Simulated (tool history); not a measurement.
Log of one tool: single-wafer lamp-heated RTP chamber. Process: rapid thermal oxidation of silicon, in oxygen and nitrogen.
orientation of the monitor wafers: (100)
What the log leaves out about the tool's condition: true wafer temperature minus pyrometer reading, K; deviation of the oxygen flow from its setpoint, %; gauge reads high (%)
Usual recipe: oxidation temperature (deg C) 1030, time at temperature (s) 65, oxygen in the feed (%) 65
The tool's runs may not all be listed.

| run | day | oxidation temperature (deg C) | time at temperature (s) | oxygen in the feed (%) | wafers since the last listed run | wafers since the last pyrometer calibration | hours since the oxygen flow controller was replaced | hours since the gauge calibration | read-back reference wafer on the same gauge, thickness | oxide thickness on the monitor wafer (Å) |
|---|---|---|---|---|---|---|---|---|---|---|
| 1 | 0 | 1030 | 65 | 65 | 0 | 3480 | 4293 | 819.2 | 6.467 | 65.32 |
| 2 | 1.912 | 1030 | 65 | 65 | 288 | 3769 | 4338.9 | 865.1 | 6.448 | 65.96 |
| 3 | 6.125 | 1030 | 65 | 65 | 635 | 4405 | 4440 | 966.2 | 6.46 | 65.76 |
| 4 | 9.396 | 1030 | 65 | 65 | 493 | 4899 | 4518.5 | 1044.7 | 6.47 | 65.95 |
| 5 | 13.804 | 1030 | 65 | 65 | 665 | 5564 | 4624.3 | 1150.5 | 6.462 | 65.99 |
|  | 17.283 | pyrometer window cleaned and pyrometer calibrated |
| 6 | 18.112 | 1030 | 65 | 65 | 599 | 125 | 4727.7 | 1253.9 | 6.464 | 63.76 |
| 7 | 21.738 | 1023 | 46 | 65 | 547 | 672 | 4814.7 | 1340.9 | 6.466 | 53.01 |
| 8 | 24.471 | 1023 | 46 | 65 | 412 | 1084 | 4880.3 | 1406.5 | 6.461 | 53.38 |
| 9 | 27.988 | 1030 | 65 | 76 | 530 | 1615 | 4964.7 | 1490.9 | 6.468 | 69.03 |
| 10 | 32.079 | 1030 | 65 | 65 | 617 | 2233 | 5062.9 | 1589.1 | 6.46 | 65.66 |
|  | 32.946 | oxygen flow controller replaced |
| 11 | 36.371 | 1012 | 65 | 65 | 597 | 2830 | 82.2 | 1692.1 | 6.446 | 57.58 |
| 12 | 39.108 | 1012 | 65 | 65 | 413 | 3243 | 147.9 | 1757.8 | 6.455 | 57.89 |
| 13 | 42.125 | 1012 | 65 | 65 | 455 | 3699 | 220.3 | 1830.2 | 6.462 | 57.95 |
| 14 | 44.833 | 1030 | 65 | 65 | 408 | 4108 | 285.3 | 1895.2 | 6.45 | 65.72 |
| 15 | 47.146 | 1030 | 65 | 65 | 349 | 4457 | 340.8 | 1950.7 | 6.469 | 65.27 |
| 16 | 49.667 | 1030 | 65 | 44 | 380 | 4837 | 401.3 | 2011.2 | 6.46 | 58.08 |
| 17 | 53.771 | 1013 | 57 | 43 | 619 | 5457 | 499.8 | 2109.7 | 6.462 | 48.1 |
| 18 | 58.142 | 1021 | 40 | 65 | 659 | 6116 | 604.7 | 2214.6 | 6.458 | 50.24 |
| 19 | 61.292 | 1014 | 65 | 76 | 475 | 6592 | 680.3 | 2290.2 | 6.462 | 62.36 |
| 20 | 64.158 | 1055 | 65 | 80 | 432 | 7024 | 749.1 | 2359 | 6.452 | 84.98 |
|  | 65.108 | pyrometer window cleaned and pyrometer calibrated |
|  | 67.708 | gauge calibrated |
| 21 | 68.5 | 1030 | 65 | 65 | 605 | 512 | 853.3 | 19 | 6.476 | 64.11 |
| 22 | 71.55 | 1030 | 90 | 65 | 460 | 972 | 926.5 | 92.2 | 6.457 | 74.86 |
| 23 | 74.738 | 1011 | 40 | 36 | 481 | 1453 | 1003 | 168.7 | 6.457 | 38.54 |
| 24 | 77.958 | 1030 | 65 | 65 | 486 | 1939 | 1080.3 | 246 | 6.461 | 65.5 |
| 25 | 79.821 | 1052 | 88 | 49 | 281 | 2220 | 1125 | 290.7 | 6.47 | 78.98 |
| 26 | 83.067 | 1030 | 65 | 65 | 489 | 2710 | 1202.9 | 368.6 | 6.457 | 65.87 |
| 27 | 86.471 | 1013 | 74 | 78 | 513 | 3224 | 1284.6 | 450.3 | 6.473 | 66.08 |
| 28 | 88.083 | 1004 | 39 | 79 | 243 | 3467 | 1323.3 | 489 | 6.46 | 46.61 |
| 29 | 90.3 | 1003 | 65 | 36 | 334 | 3802 | 1376.5 | 542.2 | 6.461 | 44.83 |
| 30 | 93.783 | 1060 | 65 | 55 | 525 | 4328 | 1460.1 | 625.8 | 6.456 | 75.78 |
| 31 | 97.367 | 1053 | 65 | 65 | 540 | 4869 | 1546.1 | 711.8 | 6.464 | 77.75 |
| 32 | 99.454 | 1039 | 65 | 65 | 315 | 5184 | 1596.2 | 761.9 | 6.461 | 69.93 |
| 33 | 101.692 | 1043 | 88 | 74 | 337 | 5521 | 1649.9 | 815.6 | 6.456 | 87.34 |
| 34 | 105.942 | 1030 | 55 | 65 | 641 | 6163 | 1751.9 | 917.6 | 6.46 | 62.16 |
| 35 | 108.438 | 1030 | 88 | 47 | 376 | 6540 | 1811.8 | 977.5 | 6.467 | 67.2 |
| 36 | 110.321 | 1030 | 65 | 65 | 284 | 6824 | 1857 | 1022.7 | 6.442 | 66.8 |
| 37 | 113.975 | 1030 | 65 | 78 | 551 | 7375 | 1944.7 | 1110.4 | 6.465 | 70.88 |
| 38 | 116.104 | 1015 | 53 | 55 | 321 | 7697 | 1995.8 | 1161.5 | 6.467 | 51.53 |
|  | 117.171 | pyrometer window cleaned and pyrometer calibrated |
| 39 | 119.267 | 1042 | 35 | 79 | 427 | 316 | 2071.7 | 1237.4 | 6.463 | 57.29 |

Hidden state, per run?
deviation of the oxygen flow from its setpoint, %: 0 across all the runs
gauge reads high (%): 0 across all the runs
H1: true wafer temperature minus pyrometer reading, K
| run | H1 |
|---|---|
| 1 | 4.72 |
| 2 | 4.87 |
| 3 | 5.13 |
| 4 | 5.3 |
| 5 | 5.47 |
| 6 | 0.552 |
| 7 | 1.65 |
| 8 | 2.32 |
| 9 | 3.03 |
| 10 | 3.68 |
| 11 | 4.2 |
| 12 | 4.47 |
| 13 | 4.71 |
| 14 | 4.89 |
| 15 | 5.02 |
| 16 | 5.15 |
| 17 | 5.31 |
| 18 | 5.44 |
| 19 | 5.52 |
| 20 | 5.57 |
| 21 | 1.32 |
| 22 | 2.12 |
| 23 | 2.8 |
| 24 | 3.36 |
| 25 | 3.64 |
| 26 | 4.04 |
| 27 | 4.39 |
| 28 | 4.53 |
| 29 | 4.7 |
| 30 | 4.93 |
| 31 | 5.11 |
| 32 | 5.2 |
| 33 | 5.28 |
| 34 | 5.41 |
| 35 | 5.47 |
| 36 | 5.51 |
| 37 | 5.57 |
| 38 | 5.61 |
| 39 | 0.952 |
